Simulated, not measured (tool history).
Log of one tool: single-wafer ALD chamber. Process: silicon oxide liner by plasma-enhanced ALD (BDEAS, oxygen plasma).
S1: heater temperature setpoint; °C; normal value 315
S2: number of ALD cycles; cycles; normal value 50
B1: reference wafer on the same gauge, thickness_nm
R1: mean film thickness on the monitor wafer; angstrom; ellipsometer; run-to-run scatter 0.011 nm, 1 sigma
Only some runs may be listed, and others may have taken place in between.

{"run": 1, "hour": 0.0, "S1": 315, "S2": 44, "B1": 5.221, "R1": 40.14}
{"run": 2, "hour": 64.8, "S1": 315, "S2": 50, "B1": 5.22, "R1": 45.6}
{"run": 3, "hour": 110.2, "S1": 315, "S2": 50, "B1": 5.222, "R1": 45.56}
{"run": 4, "hour": 299.5, "S1": 315, "S2": 45, "B1": 5.219, "R1": 40.91}
{"run": 5, "hour": 403.2, "S1": 315, "S2": 45, "B1": 5.218, "R1": 41.03}
{"run": 6, "hour": 443.9, "S1": 315, "S2": 45, "B1": 5.221, "R1": 41.07}
{"run": 7, "hour": 624.1, "S1": 315, "S2": 50, "B1": 5.219, "R1": 45.61}
{"run": 8, "hour": 661.8, "S1": 321, "S2": 58, "B1": 5.221, "R1": 52.62}
{"run": 9, "hour": 729.0, "S1": 321, "S2": 58, "B1": 5.22, "R1": 52.33}
{"run": 10, "hour": 830.5, "S1": 315, "S2": 48, "B1": 5.22, "R1": 43.47}
{"run": 11, "hour": 897.4, "S1": 315, "S2": 48, "B1": 5.219, "R1": 43.84}
{"run": 12, "hour": 995.8, "S1": 315, "S2": 50, "B1": 5.224, "R1": 45.49}
{"run": 13, "hour": 1048.2, "S1": 309, "S2": 41, "B1": 5.218, "R1": 37.55}
{"run": 14, "hour": 1084.4, "S1": 321, "S2": 56, "B1": 5.221, "R1": 50.64}
{"hour": 1137.1, "done": "gauge calibrated"}
{"run": 15, "hour": 1140.4, "S1": 324, "S2": 40, "B1": 5.223, "R1": 36.11}
{"hour": 1182.8, "done": "thermocouple changed; heater temperature recalibrated"}
{"run": 16, "hour": 1222.3, "S1": 324, "S2": 55, "B1": 5.218, "R1": 49.64}
{"run": 17, "hour": 1289.4, "S1": 322, "S2": 56, "B1": 5.22, "R1": 50.48}
{"run": 18, "hour": 1377.1, "S1": 310, "S2": 60, "B1": 5.22, "R1": 54.66}
{"run": 19, "hour": 1436.3, "S1": 302, "S2": 50, "B1": 5.22, "R1": 46.4}
{"run": 20, "hour": 1485.0, "S1": 315, "S2": 50, "B1": 5.219, "R1": 45.64}
{"run": 21, "hour": 1585.1, "S1": 305, "S2": 50, "B1": 5.219, "R1": 46.1}
{"run": 22, "hour": 1655.2, "S1": 315, "S2": 50, "B1": 5.221, "R1": 45.57}
{"run": 23, "hour": 1692.5, "S1": 304, "S2": 42, "B1": 5.222, "R1": 38.94}
{"run": 24, "hour": 1743.3, "S1": 326, "S2": 44, "B1": 5.217, "R1": 39.55}

Each row is a separate what-if for the run after 24, all from the same tool condition, not one after another. Results?
{"run": "A", "hour": 1743.8, "S1": 315, "S2": 40, "B1": "?", "R1": "?"}
{"run": "B", "hour": 1743.8, "S1": 311, "S2": 50, "B1": "?", "R1": "?"}
{"run": "C", "hour": 1743.8, "S1": 329, "S2": 60, "B1": "?", "R1": "?"}
{"run": "D", "hour": 1743.8, "S1": 322, "S2": 58, "B1": "?", "R1": "?"}

run=A B1=5.219 R1=36.35
run=B B1=5.219 R1=45.67
run=C B1=5.219 R1=53.57
run=D B1=5.219 R1=52.25
Without the tool's unlogged condition, the same runs would have read:
run=A R1=36.35
run=B R1=45.67
run=C R1=53.57
run=D R1=52.25

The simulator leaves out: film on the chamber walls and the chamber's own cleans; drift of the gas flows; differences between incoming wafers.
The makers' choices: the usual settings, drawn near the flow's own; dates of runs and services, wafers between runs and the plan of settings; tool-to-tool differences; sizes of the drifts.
